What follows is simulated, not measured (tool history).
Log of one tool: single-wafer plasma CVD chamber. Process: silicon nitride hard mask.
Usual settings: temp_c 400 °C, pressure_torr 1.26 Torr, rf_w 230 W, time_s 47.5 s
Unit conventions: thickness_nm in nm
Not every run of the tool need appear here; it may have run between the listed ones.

| run | hour | temp_c | pressure_torr | rf_w | time_s | read-back reference wafer on the same gauge, thickness_nm | thickness_nm |
|---|---|---|---|---|---|---|---|
| 1 | 0 | 412 | 1.26 | 230 | 47.5 | 43.079 | 39.42 |
|  | 87.6 | gauge calibrated |
| 2 | 94.7 | 400 | 1.13 | 230 | 47.5 | 43.09 | 38.473 |
| 3 | 130.9 | 400 | 1.13 | 230 | 47.5 | 43.103 | 38.052 |
| 4 | 174 | 400 | 1.13 | 230 | 47.5 | 43.089 | 38.35 |
| 5 | 262.8 | 400 | 1.26 | 230 | 47.5 | 43.103 | 39.422 |
| 6 | 319.2 | 400 | 1.26 | 230 | 47.5 | 43.093 | 39.693 |
| 7 | 409.1 | 400 | 1.26 | 230 | 47.5 | 43.127 | 39.364 |
| 8 | 462.4 | 400 | 1.26 | 230 | 49.5 | 43.1 | 40.779 |
| 9 | 569.4 | 392 | 1.26 | 230 | 47.5 | 43.115 | 39.44 |
|  | 594.1 | thermocouple changed; heater temperature recalibrated |
| 10 | 618.8 | 400 | 1.26 | 230 | 47.5 | 43.113 | 39.255 |
|  | 780.3 | RF generator calibrated |
|  | 834.8 | showerhead replaced |
| 11 | 837.4 | 400 | 1.26 | 265 | 47.5 | 43.088 | 44.36 |
|  | 887.7 | gauge calibrated |
| 12 | 890.9 | 392 | 1.26 | 230 | 47.5 | 43.103 | 40.893 |
| 13 | 944.2 | 409 | 1.26 | 230 | 47.5 | 43.101 | 40.673 |
| 14 | 1001.2 | 411 | 1.26 | 230 | 47.5 | 43.091 | 40.44 |
|  | 1031.2 | capacitance manometer re-zeroed and calibrated |
| 15 | 1073 | 400 | 1.26 | 230 | 56.7 | 43.119 | 48.497 |
| 16 | 1146.7 | 400 | 1.26 | 230 | 40.3 | 43.097 | 34.403 |
| 17 | 1215 | 400 | 1.26 | 230 | 39.2 | 43.099 | 33.306 |
| 18 | 1256 | 400 | 1.49 | 230 | 47.5 | 43.128 | 42.568 |
| 19 | 1302.5 | 400 | 1.26 | 230 | 47.5 | 43.087 | 40.393 |
| 20 | 1404.6 | 400 | 1.08 | 200 | 50.8 | 43.108 | 37.685 |

Here are 4 independent what-if runs from the current tool condition. What would each one return?
| A | 1405 | 400 | 1.26 | 230 | 41.5 | ? | ? |
| B | 1405 | 400 | 1.48 | 230 | 52.3 | ? | ? |
| C | 1405 | 400 | 1.26 | 275 | 45 | ? | ? |
| D | 1405 | 400 | 1.26 | 230 | 53.5 | ? | ? |

| run | read-back reference wafer on the same gauge, thickness_nm | thickness_nm |
|---|---|---|
| A | 43.1 | 35.24 |
| B | 43.1 | 46.649 |
| C | 43.1 | 42.43 |
| D | 43.1 | 45.407 |
With the hidden condition removed and each run's random variation left untouched, the same runs would have given:
| run | thickness_nm |
|---|---|
| A | 35.952 |
| B | 47.591 |
| C | 43.243 |
| D | 46.324 |
